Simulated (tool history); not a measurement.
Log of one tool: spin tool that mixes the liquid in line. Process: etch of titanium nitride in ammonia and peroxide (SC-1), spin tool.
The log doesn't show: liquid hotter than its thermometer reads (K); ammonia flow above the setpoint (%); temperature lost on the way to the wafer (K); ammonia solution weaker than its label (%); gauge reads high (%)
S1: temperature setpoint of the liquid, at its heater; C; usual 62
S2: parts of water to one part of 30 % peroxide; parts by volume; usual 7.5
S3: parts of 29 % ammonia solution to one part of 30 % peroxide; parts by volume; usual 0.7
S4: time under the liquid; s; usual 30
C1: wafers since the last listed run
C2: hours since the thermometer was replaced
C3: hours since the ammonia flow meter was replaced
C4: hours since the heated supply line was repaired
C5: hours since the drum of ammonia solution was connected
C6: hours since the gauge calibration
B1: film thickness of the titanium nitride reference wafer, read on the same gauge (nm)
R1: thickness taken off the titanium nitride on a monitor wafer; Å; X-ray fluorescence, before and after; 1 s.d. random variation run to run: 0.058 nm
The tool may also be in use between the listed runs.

{"run": 1, "hour": 0.0, "S1": 62, "S2": 7.5, "S3": 0.7, "S4": 15, "C1": 0, "C2": 560.3, "C3": 2572.7, "C4": 4042.9, "C5": 537.5, "C6": 258.7, "B1": 50.01, "R1": 37.7}
{"hour": 7.2, "done": "ammonia flow meter replaced"}
{"run": 2, "hour": 10.6, "S1": 62, "S2": 7.5, "S3": 0.7, "S4": 15, "C1": 148, "C2": 570.9, "C3": 3.4, "C4": 4053.5, "C5": 548.1, "C6": 269.3, "B1": 49.99, "R1": 37.8}
{"run": 3, "hour": 28.1, "S1": 62, "S2": 7.5, "S3": 0.7, "S4": 30, "C1": 271, "C2": 588.4, "C3": 20.9, "C4": 4071, "C5": 565.6, "C6": 286.8, "B1": 50.02, "R1": 75.8}
{"run": 4, "hour": 38.1, "S1": 62, "S2": 7.5, "S3": 0.7, "S4": 30, "C1": 154, "C2": 598.4, "C3": 30.9, "C4": 4081, "C5": 575.6, "C6": 296.8, "B1": 50, "R1": 76.4}
{"run": 5, "hour": 54.8, "S1": 62, "S2": 7.5, "S3": 0.7, "S4": 30, "C1": 258, "C2": 615.1, "C3": 47.6, "C4": 4097.7, "C5": 592.3, "C6": 313.5, "B1": 49.99, "R1": 76.1}
{"run": 6, "hour": 72.3, "S1": 62, "S2": 7.5, "S3": 0.7, "S4": 30, "C1": 271, "C2": 632.6, "C3": 65.1, "C4": 4115.2, "C5": 609.8, "C6": 331, "B1": 50.01, "R1": 75.2}
{"run": 7, "hour": 78.8, "S1": 56.5, "S2": 7.5, "S3": 0.7, "S4": 15, "C1": 100, "C2": 639.1, "C3": 71.6, "C4": 4121.7, "C5": 616.3, "C6": 337.5, "B1": 50, "R1": 26.5}
{"hour": 90.3, "done": "heated supply line repaired"}
{"run": 8, "hour": 93.5, "S1": 62, "S2": 9.5, "S3": 0.9, "S4": 30, "C1": 212, "C2": 653.8, "C3": 86.3, "C4": 3.2, "C5": 631, "C6": 352.2, "B1": 50, "R1": 68.9}
{"run": 9, "hour": 105.2, "S1": 62, "S2": 7.5, "S3": 0.7, "S4": 30, "C1": 181, "C2": 665.5, "C3": 98, "C4": 14.9, "C5": 642.7, "C6": 363.9, "B1": 49.98, "R1": 76.4}
{"hour": 117.2, "done": "gauge calibrated"}
{"run": 10, "hour": 122.7, "S1": 62, "S2": 7.5, "S3": 0.6, "S4": 35, "C1": 271, "C2": 683, "C3": 115.5, "C4": 32.4, "C5": 660.2, "C6": 5.5, "B1": 50, "R1": 87.8}
{"run": 11, "hour": 131.8, "S1": 62, "S2": 7.5, "S3": 0.7, "S4": 30, "C1": 140, "C2": 692.1, "C3": 124.6, "C4": 41.5, "C5": 669.3, "C6": 14.6, "B1": 50, "R1": 77.2}
{"run": 12, "hour": 142.1, "S1": 62, "S2": 7.5, "S3": 0.6, "S4": 45, "C1": 159, "C2": 702.4, "C3": 134.9, "C4": 51.8, "C5": 679.6, "C6": 24.9, "B1": 49.99, "R1": 112.2}
{"run": 13, "hour": 153.7, "S1": 62, "S2": 6, "S3": 0.7, "S4": 30, "C1": 179, "C2": 714, "C3": 146.5, "C4": 63.4, "C5": 691.2, "C6": 36.5, "B1": 50, "R1": 86.2}
{"run": 14, "hour": 160.1, "S1": 67, "S2": 5, "S3": 0.7, "S4": 30, "C1": 99, "C2": 720.4, "C3": 152.9, "C4": 69.8, "C5": 697.6, "C6": 42.9, "B1": 50, "R1": 127.2}

Forecast run 15:
{"hour": 162.9, "done": "thermometer replaced"}
{"run": 15, "hour": 175.5, "S1": 56.5, "S2": 11, "S3": 0.7, "S4": 40, "C1": 223, "C2": 12.6, "C3": 168.3, "C4": 85.2, "C5": 713, "C6": 58.3, "B1": "?", "R1": "?"}

Run 15 gave B1 50.02, R1 51.7 Å.
With no hidden state in the tool, this same run would have given R1 51.5 Å.

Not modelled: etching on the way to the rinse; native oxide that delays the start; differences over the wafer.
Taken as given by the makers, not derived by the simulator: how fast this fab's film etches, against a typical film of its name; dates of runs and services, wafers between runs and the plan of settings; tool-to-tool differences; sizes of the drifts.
